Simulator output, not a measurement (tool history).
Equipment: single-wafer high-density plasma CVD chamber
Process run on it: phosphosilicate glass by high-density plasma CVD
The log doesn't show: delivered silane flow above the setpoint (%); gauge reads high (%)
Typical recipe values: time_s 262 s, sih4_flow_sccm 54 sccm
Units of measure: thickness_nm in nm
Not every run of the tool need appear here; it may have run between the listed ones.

run    hour  time_s  sih4_flow_sccm  wafers since the last listed run  hours since the silane flow controller was replaced  hours since the gauge calibration  read-back reference wafer on the same gauge, thickness_nm  thickness_nm
  1       0     247              54                                 0                                               4235.5                              607.9                                                   1579.754      1307.304
  2    47.3     247              54                               266                                               4282.8                              655.2                                                   1578.843      1286.237
  3   129.6     247              54                               463                                               4365.1                              737.5                                                   1576.579      1292.561
  4   216.4     262              54                               488                                               4451.9                              824.3                                                   1575.847       1386.49
  5   288.4     262              54                               405                                               4523.9                              896.3                                                   1574.034      1378.373
      300.6  -- gauge calibrated
  6   341.9     262              54                               301                                               4577.4                               41.3                                                   1622.599       1417.82
  7   393.2     262              54                               288                                               4628.7                               92.6                                                   1615.774      1406.485
  8   484.7     262              54                               515                                               4720.2                              184.1                                                   1599.873      1410.412
      591.9  -- silane flow controller replaced
  9   592.4     262              54                               561                                                  0.5                              291.8                                                   1592.168      1394.748
 10   654.4     303              54                               349                                                 62.5                              353.8                                                   1587.631      1604.946
 11   759.7     303              54                               592                                                167.8                              459.1                                                   1579.796      1600.935
 12   831.7     235              51                               405                                                239.8                              531.1                                                   1576.061      1177.479
 13   882.7     286              57                               287                                                290.8                              582.1                                                   1573.424      1582.945
 14   938.8     262              54                               315                                                346.9                              638.2                                                   1574.467      1382.419
 15  1016.5     276              62                               437                                                424.6                              715.9                                                   1571.208      1629.223
 16  1079.8     310              54                               356                                                487.9                              779.2                                                   1570.799      1616.877
 17  1119.1     292              51                               221                                                527.2                              818.5                                                   1569.366      1454.298
 18  1280.1     262              54                               906                                                688.2                              979.5                                                   1567.603      1372.487
     1306.1  -- gauge calibrated
 19  1348.3     262              54                               384                                                756.4                               42.2                                                   1638.669      1426.452
 20  1669.9     262              57                              1810                                                 1078                              363.8                                                   1603.398      1458.581
 21  1734.1     300              64                               361                                               1142.2                                428                                                   1597.839      1845.971
 22    1834     262              62                               562                                               1242.1                              527.9                                                   1593.587      1574.819

Selected run-to-run steps in thickness_nm, each split into two signed amounts: the part the tool would show with no hidden state at all (from settings, incoming material and random variation), and the remainder, which goes to the hidden state together with any gauge scatter not common to the measured and the hidden-state-free results:
Run 5 -> 6: gauge calibrated. thickness_nm +39.447 nm: hidden state +42.014, all else -2.567.
Run 11 -> 12: time_s 303 -> 235, sih4_flow_sccm 54 -> 51. thickness_nm -423.456 nm: hidden state +13.632, all else -437.088.
Run 12 -> 13: time_s 235 -> 286, sih4_flow_sccm 51 -> 57. thickness_nm +405.466 nm: hidden state -18.143, all else +423.609.
Run 18 -> 19: gauge calibrated. thickness_nm +53.965 nm: hidden state +62.309, all else -8.344.
